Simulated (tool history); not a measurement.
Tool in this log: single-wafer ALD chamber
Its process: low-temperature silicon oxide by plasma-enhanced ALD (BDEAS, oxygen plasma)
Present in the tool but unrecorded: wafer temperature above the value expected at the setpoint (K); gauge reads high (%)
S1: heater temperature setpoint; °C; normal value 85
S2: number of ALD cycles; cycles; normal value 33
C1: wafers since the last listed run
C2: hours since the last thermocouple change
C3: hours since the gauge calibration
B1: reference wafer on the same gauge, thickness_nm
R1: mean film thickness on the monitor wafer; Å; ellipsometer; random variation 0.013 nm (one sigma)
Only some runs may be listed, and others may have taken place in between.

run 1 day=0.000 | S1=85 S2=33 | C1=0 C2=1266.1 C3=372.0 | B1=5.180 | R1=51.64
run 2 day=0.425 | S1=85 S2=38 | C1=80 C2=1276.3 C3=382.2 | B1=5.179 | R1=59.65
run 3 day=1.021 | S1=85 S2=38 | C1=112 C2=1290.6 C3=396.5 | B1=5.180 | R1=59.56
run 4 day=1.467 | S1=74 S2=38 | C1=83 C2=1301.3 C3=407.2 | B1=5.179 | R1=61.83
run 5 day=2.142 | S1=74 S2=38 | C1=127 C2=1317.5 C3=423.4 | B1=5.174 | R1=61.91
run 6 day=2.650 | S1=85 S2=33 | C1=95 C2=1329.7 C3=435.6 | B1=5.179 | R1=51.62
run 7 day=3.129 | S1=85 S2=31 | C1=90 C2=1341.2 C3=447.1 | B1=5.181 | R1=48.45
run 8 day=3.746 | S1=85 S2=31 | C1=116 C2=1356.0 C3=461.9 | B1=5.175 | R1=48.58
run 9 day=4.454 | S1=94 S2=36 | C1=133 C2=1373.0 C3=478.9 | B1=5.178 | R1=54.28
run 10 day=4.717 | S1=94 S2=36 | C1=49 C2=1379.3 C3=485.2 | B1=5.182 | R1=54.58
run 11 day=5.450 | S1=78 S2=30 | C1=138 C2=1396.9 C3=502.8 | B1=5.183 | R1=48.27
run 12 day=6.158 | S1=78 S2=30 | C1=133 C2=1413.9 C3=519.8 | B1=5.177 | R1=48.22
run 13 day=6.775 | S1=78 S2=30 | C1=116 C2=1428.7 C3=534.6 | B1=5.176 | R1=48.33
run 14 day=7.433 | S1=85 S2=33 | C1=123 C2=1444.5 C3=550.4 | B1=5.180 | R1=51.67
run 15 day=7.896 | S1=85 S2=33 | C1=87 C2=1455.6 C3=561.5 | B1=5.181 | R1=51.67
run 16 day=8.212 | S1=85 S2=33 | C1=59 C2=1463.2 C3=569.1 | B1=5.184 | R1=51.73
-- day=8.725 thermocouple changed; heater temperature recalibrated
run 17 day=8.846 | S1=78 S2=35 | C1=56 C2=2.9 C3=584.3 | B1=5.185 | R1=57.81
run 18 day=9.338 | S1=78 S2=35 | C1=92 C2=14.7 C3=596.1 | B1=5.182 | R1=58.06
run 19 day=9.942 | S1=78 S2=35 | C1=113 C2=29.2 C3=610.6 | B1=5.183 | R1=57.68
run 20 day=10.346 | S1=85 S2=36 | C1=76 C2=38.9 C3=620.3 | B1=5.179 | R1=57.86
run 21 day=10.946 | S1=85 S2=33 | C1=112 C2=53.3 C3=634.7 | B1=5.179 | R1=52.84
run 22 day=11.242 | S1=85 S2=33 | C1=55 C2=60.4 C3=641.8 | B1=5.182 | R1=53.15
run 23 day=11.554 | S1=74 S2=30 | C1=58 C2=67.9 C3=649.3 | B1=5.178 | R1=50.19
-- day=11.700 gauge calibrated
run 24 day=11.867 | S1=85 S2=29 | C1=58 C2=75.4 C3=4.0 | B1=5.182 | R1=46.44
run 25 day=12.575 | S1=85 S2=33 | C1=133 C2=92.4 C3=21.0 | B1=5.177 | R1=52.86
run 26 day=13.208 | S1=85 S2=33 | C1=119 C2=107.6 C3=36.2 | B1=5.179 | R1=52.98
run 27 day=13.629 | S1=85 S2=33 | C1=79 C2=117.7 C3=46.3 | B1=5.182 | R1=52.65
run 28 day=14.112 | S1=71 S2=37 | C1=91 C2=129.3 C3=57.9 | B1=5.183 | R1=62.37
run 29 day=14.550 | S1=81 S2=29 | C1=82 C2=139.8 C3=68.4 | B1=5.181 | R1=46.97
run 30 day=14.950 | S1=85 S2=31 | C1=75 C2=149.4 C3=78.0 | B1=5.176 | R1=49.48
run 31 day=15.425 | S1=72 S2=39 | C1=89 C2=160.8 C3=89.4 | B1=5.183 | R1=65.48
run 32 day=15.683 | S1=85 S2=33 | C1=48 C2=167.0 C3=95.6 | B1=5.185 | R1=52.92
run 33 day=16.233 | S1=92 S2=29 | C1=103 C2=180.2 C3=108.8 | B1=5.186 | R1=44.99
run 34 day=16.867 | S1=77 S2=39 | C1=119 C2=195.4 C3=124.0 | B1=5.177 | R1=63.83
run 35 day=17.275 | S1=85 S2=39 | C1=76 C2=205.2 C3=133.8 | B1=5.185 | R1=61.93
run 36 day=17.567 | S1=85 S2=33 | C1=54 C2=212.2 C3=140.8 | B1=5.180 | R1=52.57
run 37 day=17.825 | S1=100 S2=35 | C1=48 C2=218.4 C3=147.0 | B1=5.177 | R1=52.59
run 38 day=18.242 | S1=72 S2=38 | C1=78 C2=228.4 C3=157.0 | B1=5.182 | R1=63.76
run 39 day=18.717 | S1=85 S2=33 | C1=89 C2=239.8 C3=168.4 | B1=5.180 | R1=52.87
run 40 day=19.267 | S1=71 S2=30 | C1=103 C2=253.0 C3=181.6 | B1=5.175 | R1=50.52
run 41 day=19.725 | S1=81 S2=33 | C1=86 C2=264.0 C3=192.6 | B1=5.181 | R1=53.59
run 42 day=20.229 | S1=75 S2=33 | C1=94 C2=276.1 C3=204.7 | B1=5.185 | R1=54.53
run 43 day=20.696 | S1=99 S2=28 | C1=87 C2=287.3 C3=215.9 | B1=5.179 | R1=42.51
run 44 day=21.146 | S1=85 S2=33 | C1=84 C2=298.1 C3=226.7 | B1=5.179 | R1=52.57
run 45 day=21.833 | S1=95 S2=27 | C1=129 C2=314.6 C3=243.2 | B1=5.188 | R1=41.28
run 46 day=22.133 | S1=85 S2=33 | C1=56 C2=321.8 C3=250.4 | B1=5.180 | R1=52.44

Run 47 has not been measured yet. What should we expect?
run 47 day=22.754 | S1=85 S2=33 | C1=116 C2=336.7 C3=265.3 | B1=? | R1=?

Run 47 came out at B1 5.183, R1 52.61 Å.
With the hidden condition absent and the run-to-run variation left alone, this run would have shown R1 53.19 Å.

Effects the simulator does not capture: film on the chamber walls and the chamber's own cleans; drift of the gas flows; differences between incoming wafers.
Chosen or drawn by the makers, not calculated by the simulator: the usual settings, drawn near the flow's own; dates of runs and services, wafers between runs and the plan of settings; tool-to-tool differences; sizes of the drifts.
